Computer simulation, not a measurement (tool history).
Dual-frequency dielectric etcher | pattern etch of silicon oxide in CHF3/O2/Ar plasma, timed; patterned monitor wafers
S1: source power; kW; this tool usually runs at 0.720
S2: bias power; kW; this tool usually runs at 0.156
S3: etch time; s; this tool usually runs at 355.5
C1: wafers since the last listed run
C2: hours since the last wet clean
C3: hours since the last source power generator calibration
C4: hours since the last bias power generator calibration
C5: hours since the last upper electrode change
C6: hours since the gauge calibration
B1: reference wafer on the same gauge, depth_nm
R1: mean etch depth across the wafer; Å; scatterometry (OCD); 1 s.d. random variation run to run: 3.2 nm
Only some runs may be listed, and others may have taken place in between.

{"run": 1, "hour": 0.0, "S1": 0.72, "S2": 0.156, "S3": 355.5, "C1": 0, "C2": 22.7, "C3": 1829.7, "C4": 2567.4, "C5": 2408.9, "C6": 2107.1, "B1": 781.0, "R1": 6987}
{"run": 2, "hour": 93.8, "S1": 0.72, "S2": 0.156, "S3": 355.5, "C1": 347, "C2": 116.5, "C3": 1923.5, "C4": 2661.2, "C5": 2502.7, "C6": 2200.9, "B1": 780.6, "R1": 6996}
{"run": 3, "hour": 159.4, "S1": 0.72, "S2": 0.156, "S3": 355.5, "C1": 242, "C2": 182.1, "C3": 1989.1, "C4": 2726.8, "C5": 2568.3, "C6": 2266.5, "B1": 781.7, "R1": 7001}
{"run": 4, "hour": 237.3, "S1": 0.72, "S2": 0.156, "S3": 355.5, "C1": 288, "C2": 260.0, "C3": 2067.0, "C4": 2804.7, "C5": 2646.2, "C6": 2344.4, "B1": 780.2, "R1": 6932}
{"run": 5, "hour": 306.5, "S1": 0.79, "S2": 0.127, "S3": 355.5, "C1": 256, "C2": 329.2, "C3": 2136.2, "C4": 2873.9, "C5": 2715.4, "C6": 2413.6, "B1": 780.8, "R1": 6725}
{"hour": 321.1, "done": "gauge calibrated"}
{"run": 6, "hour": 354.9, "S1": 0.79, "S2": 0.127, "S3": 355.5, "C1": 179, "C2": 377.6, "C3": 2184.6, "C4": 2922.3, "C5": 2763.8, "C6": 33.8, "B1": 780.6, "R1": 6718}
{"run": 7, "hour": 414.4, "S1": 0.79, "S2": 0.127, "S3": 355.5, "C1": 220, "C2": 437.1, "C3": 2244.1, "C4": 2981.8, "C5": 2823.3, "C6": 93.3, "B1": 780.2, "R1": 6716}
{"hour": 478.0, "done": "wet clean of the chamber"}
{"run": 8, "hour": 478.5, "S1": 0.72, "S2": 0.156, "S3": 355.5, "C1": 148, "C2": 0.5, "C3": 2308.2, "C4": 3045.9, "C5": 2887.4, "C6": 157.4, "B1": 782.2, "R1": 6961}
{"hour": 535.6, "done": "bias power generator calibrated"}
{"run": 9, "hour": 538.4, "S1": 0.72, "S2": 0.156, "S3": 355.5, "C1": 206, "C2": 60.4, "C3": 2368.1, "C4": 2.8, "C5": 2947.3, "C6": 217.3, "B1": 781.8, "R1": 7084}
{"run": 10, "hour": 607.5, "S1": 0.72, "S2": 0.156, "S3": 355.5, "C1": 255, "C2": 129.5, "C3": 2437.2, "C4": 71.9, "C5": 3016.4, "C6": 286.4, "B1": 781.8, "R1": 7045}
{"run": 11, "hour": 766.1, "S1": 0.72, "S2": 0.137, "S3": 355.5, "C1": 586, "C2": 288.1, "C3": 2595.8, "C4": 230.5, "C5": 3175.0, "C6": 445.0, "B1": 779.4, "R1": 6777}
{"run": 12, "hour": 851.0, "S1": 0.83, "S2": 0.183, "S3": 273.0, "C1": 314, "C2": 373.0, "C3": 2680.7, "C4": 315.4, "C5": 3259.9, "C6": 529.9, "B1": 781.9, "R1": 6143}
{"run": 13, "hour": 898.0, "S1": 0.66, "S2": 0.156, "S3": 355.5, "C1": 173, "C2": 420.0, "C3": 2727.7, "C4": 362.4, "C5": 3306.9, "C6": 576.9, "B1": 781.0, "R1": 6798}
{"hour": 952.2, "done": "wet clean of the chamber"}
{"run": 14, "hour": 952.7, "S1": 0.72, "S2": 0.156, "S3": 355.5, "C1": 113, "C2": 0.5, "C3": 2782.4, "C4": 417.1, "C5": 3361.6, "C6": 631.6, "B1": 781.5, "R1": 7139}
{"run": 15, "hour": 1025.6, "S1": 0.8, "S2": 0.12, "S3": 389.0, "C1": 269, "C2": 73.4, "C3": 2855.3, "C4": 490.0, "C5": 3434.5, "C6": 704.5, "B1": 780.9, "R1": 7396}
{"run": 16, "hour": 1117.3, "S1": 0.72, "S2": 0.137, "S3": 422.5, "C1": 339, "C2": 165.1, "C3": 2947.0, "C4": 581.7, "C5": 3526.2, "C6": 796.2, "B1": 780.5, "R1": 8079}
{"run": 17, "hour": 1163.0, "S1": 0.8, "S2": 0.156, "S3": 306.0, "C1": 169, "C2": 210.8, "C3": 2992.7, "C4": 627.4, "C5": 3571.9, "C6": 841.9, "B1": 781.4, "R1": 6399}
{"run": 18, "hour": 1232.6, "S1": 0.72, "S2": 0.156, "S3": 355.5, "C1": 257, "C2": 280.4, "C3": 3062.3, "C4": 697.0, "C5": 3641.5, "C6": 911.5, "B1": 780.4, "R1": 7052}
{"run": 19, "hour": 1296.6, "S1": 0.78, "S2": 0.156, "S3": 355.5, "C1": 236, "C2": 344.4, "C3": 3126.3, "C4": 761.0, "C5": 3705.5, "C6": 975.5, "B1": 780.9, "R1": 7267}
{"hour": 1326.9, "done": "upper electrode replaced, of another model than before"}
{"hour": 1351.7, "done": "source power generator calibrated"}
{"run": 20, "hour": 1401.5, "S1": 0.57, "S2": 0.156, "S3": 317.5, "C1": 284, "C2": 449.3, "C3": 49.8, "C4": 865.9, "C5": 74.6, "C6": 1080.4, "B1": 780.8, "R1": 5489}
{"hour": 1432.4, "done": "wet clean of the chamber"}
{"run": 21, "hour": 1475.2, "S1": 0.58, "S2": 0.187, "S3": 400.5, "C1": 183, "C2": 42.8, "C3": 123.5, "C4": 939.6, "C5": 148.3, "C6": 1154.1, "B1": 782.1, "R1": 7792}
{"run": 22, "hour": 1526.6, "S1": 0.62, "S2": 0.175, "S3": 305.5, "C1": 190, "C2": 94.2, "C3": 174.9, "C4": 991.0, "C5": 199.7, "C6": 1205.5, "B1": 779.9, "R1": 5931}

For run 23, what comes out?
{"run": 23, "hour": 1563.9, "S1": 0.84, "S2": 0.156, "S3": 285.0, "C1": 138, "C2": 131.5, "C3": 212.2, "C4": 1028.3, "C5": 237.0, "C6": 1242.8, "B1": "?", "R1": "?"}

{"run 23": {"B1": 780.4, "R1": 6122}}
With no hidden state in the tool, this same run would have given R1 6158 Å.
